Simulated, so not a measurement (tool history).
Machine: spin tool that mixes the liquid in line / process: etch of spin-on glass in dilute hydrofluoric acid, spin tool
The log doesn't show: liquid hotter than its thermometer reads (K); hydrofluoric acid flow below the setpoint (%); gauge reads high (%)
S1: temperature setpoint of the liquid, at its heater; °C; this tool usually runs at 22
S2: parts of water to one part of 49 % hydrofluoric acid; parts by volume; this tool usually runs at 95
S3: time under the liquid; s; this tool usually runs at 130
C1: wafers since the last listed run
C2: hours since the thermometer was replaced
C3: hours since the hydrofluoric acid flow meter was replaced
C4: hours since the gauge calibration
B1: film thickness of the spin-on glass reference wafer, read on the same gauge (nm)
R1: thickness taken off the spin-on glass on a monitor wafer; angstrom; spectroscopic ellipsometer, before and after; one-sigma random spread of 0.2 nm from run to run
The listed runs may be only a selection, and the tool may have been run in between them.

| run | hour | S1 | S2 | S3 | C1 | C2 | C3 | C4 | B1 | R1 |
|---|---|---|---|---|---|---|---|---|---|---|
| 1 | 0 | 24 | 95 | 130 | 0 | 1164.4 | 684.5 | 166.4 | 100 | 406.9 |
| 2 | 11 | 24 | 95 | 130 | 74 | 1175.4 | 695.5 | 177.4 | 99.98 | 409.9 |
| 3 | 26.2 | 22 | 95 | 130 | 102 | 1190.6 | 710.7 | 192.6 | 99.99 | 374 |
| 4 | 35.5 | 22 | 95 | 130 | 62 | 1199.9 | 720 | 201.9 | 100.01 | 370.7 |
| 5 | 72.6 | 22 | 95 | 130 | 251 | 1237 | 757.1 | 239 | 99.99 | 375.6 |
| 6 | 87.4 | 22 | 130 | 130 | 100 | 1251.8 | 771.9 | 253.8 | 100.02 | 260.5 |
| 7 | 102.8 | 22 | 95 | 130 | 104 | 1267.2 | 787.3 | 269.2 | 100.01 | 374.6 |
|  | 113.9 | gauge calibrated |
| 8 | 117.8 | 22 | 95 | 130 | 101 | 1282.2 | 802.3 | 3.9 | 100.02 | 372.6 |
| 9 | 126.5 | 22 | 95 | 130 | 58 | 1290.9 | 811 | 12.6 | 99.98 | 371.4 |
|  | 140 | hydrofluoric acid flow meter replaced |
| 10 | 141.3 | 22 | 95 | 130 | 93 | 1305.7 | 1.3 | 27.4 | 100.02 | 416.6 |
| 11 | 149.6 | 22 | 95 | 130 | 56 | 1314 | 9.6 | 35.7 | 99.98 | 410.5 |
| 12 | 159.4 | 22 | 95 | 130 | 66 | 1323.8 | 19.4 | 45.5 | 99.99 | 408.1 |
| 13 | 169 | 22 | 95 | 130 | 64 | 1333.4 | 29 | 55.1 | 100.01 | 411.9 |
| 14 | 181.7 | 22 | 95 | 130 | 85 | 1346.1 | 41.7 | 67.8 | 100 | 412.9 |
| 15 | 194.9 | 26 | 55 | 175 | 89 | 1359.3 | 54.9 | 81 | 100 | 1168.2 |
| 16 | 201.9 | 22 | 95 | 130 | 47 | 1366.3 | 61.9 | 88 | 99.99 | 409.5 |
|  | 205.5 | thermometer replaced |
| 17 | 208 | 22 | 95 | 130 | 34 | 2.5 | 68 | 94.1 | 100.02 | 369.8 |

For run 18, what comes out?
| 18 | 214.3 | 27 | 135 | 210 | 42 | 8.8 | 74.3 | 100.4 | ? | ? |

For run 18 the tool returned B1 100, R1 489.8 angstrom.
Minus the tool's unlogged condition, the same run would have read R1 496.6 angstrom.

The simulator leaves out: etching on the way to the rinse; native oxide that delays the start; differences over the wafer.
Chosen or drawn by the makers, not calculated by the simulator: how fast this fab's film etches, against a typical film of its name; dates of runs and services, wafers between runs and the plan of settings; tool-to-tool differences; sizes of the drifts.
